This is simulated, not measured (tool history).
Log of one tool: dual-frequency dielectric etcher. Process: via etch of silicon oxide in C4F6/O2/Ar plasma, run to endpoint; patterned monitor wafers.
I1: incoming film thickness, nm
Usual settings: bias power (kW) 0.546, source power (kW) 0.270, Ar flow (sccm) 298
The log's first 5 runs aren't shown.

Run 6, hour 134.0: usual settings; I1 90.9. Result: endpoint time (s) 21.0.
Run 7, hour 155.1: usual settings; I1 90.3. Result: endpoint time (s) 20.7.
Run 8, hour 184.6: usual settings; I1 90.3. Result: endpoint time (s) 20.8.
Run 9, hour 206.7: usual settings; I1 90.1. Result: endpoint time (s) 20.8.
At hour 241.3: upper electrode replaced.
Run 10, hour 241.8: usual settings; I1 90.5. Result: endpoint time (s) 20.8.
Run 11, hour 249.7: usual settings but bias power (kW) 0.622, Ar flow (sccm) 230; I1 89.8. Result: endpoint time (s) 18.9.
Run 12, hour 262.4: usual settings; I1 90.3. Result: endpoint time (s) 20.9.
Run 13, hour 291.7: usual settings but bias power (kW) 0.657, source power (kW) 0.340, Ar flow (sccm) 364; I1 90.7. Result: endpoint time (s) 18.3.
Run 14, hour 321.8: usual settings but Ar flow (sccm) 239; I1 89.6. Result: endpoint time (s) 20.3.
Run 15, hour 355.3: usual settings; I1 90.3. Result: endpoint time (s) 20.7.
Run 16, hour 373.8: usual settings; I1 90.7. Result: endpoint time (s) 20.8.
At hour 392.3: source power generator calibrated.
Run 17, hour 404.0: usual settings but source power (kW) 0.210; I1 91.3. Result: endpoint time (s) 22.3.
Run 18, hour 435.4: usual settings; I1 91.0. Result: endpoint time (s) 20.9.
Run 19, hour 456.6: usual settings but bias power (kW) 0.589; I1 90.0. Result: endpoint time (s) 19.9.
Run 20, hour 469.0: usual settings but bias power (kW) 0.480, Ar flow (sccm) 354; I1 90.5. Result: endpoint time (s) 22.6.
Run 21, hour 495.0: usual settings; I1 91.2. Result: endpoint time (s) 21.0.
Run 22, hour 508.3: usual settings but bias power (kW) 0.655, source power (kW) 0.320, Ar flow (sccm) 321; I1 90.3. Result: endpoint time (s) 18.4.
At hour 539.2: wet clean of the chamber.
Run 23, hour 539.7: usual settings but bias power (kW) 0.488, source power (kW) 0.230, Ar flow (sccm) 226; I1 89.7. Result: endpoint time (s) 22.2.
Run 24, hour 614.1: usual settings; I1 90.5. Result: endpoint time (s) 20.8.
Run 25, hour 637.0: usual settings but source power (kW) 0.330; I1 90.8. Result: endpoint time (s) 19.9.
Run 26, hour 663.1: usual settings but source power (kW) 0.310, Ar flow (sccm) 329; I1 91.1. Result: endpoint time (s) 20.5.
Run 27, hour 676.0: usual settings but bias power (kW) 0.436, source power (kW) 0.230, Ar flow (sccm) 232; I1 90.8. Result: endpoint time (s) 23.7.
Run 28, hour 695.7: usual settings but source power (kW) 0.230, Ar flow (sccm) 337; I1 90.2. Result: endpoint time (s) 21.7.
Run 29, hour 779.3: usual settings but bias power (kW) 0.414; I1 91.3. Result: endpoint time (s) 24.1.
Run 30, hour 791.9: usual settings; I1 90.2. Result: endpoint time (s) 20.8.

3 ways to go on from here, each from the tool as it stands after run 30. What would each give?
Run A, hour 792.3: usual settings but bias power (kW) 0.640; I1 90.2. Result: endpoint time (s) ?.
Run B, hour 792.3: usual settings but Ar flow (sccm) 276; I1 90.2. Result: endpoint time (s) ?.
Run C, hour 792.3: usual settings but bias power (kW) 0.423, Ar flow (sccm) 350; I1 90.2. Result: endpoint time (s) ?.

run  endpoint time (s)
  A               19.2
  B               20.6
  C               23.9
Without the tool's hidden state the same runs would have given:
run  endpoint time (s)
  A               19.2
  B               20.6
  C               23.9
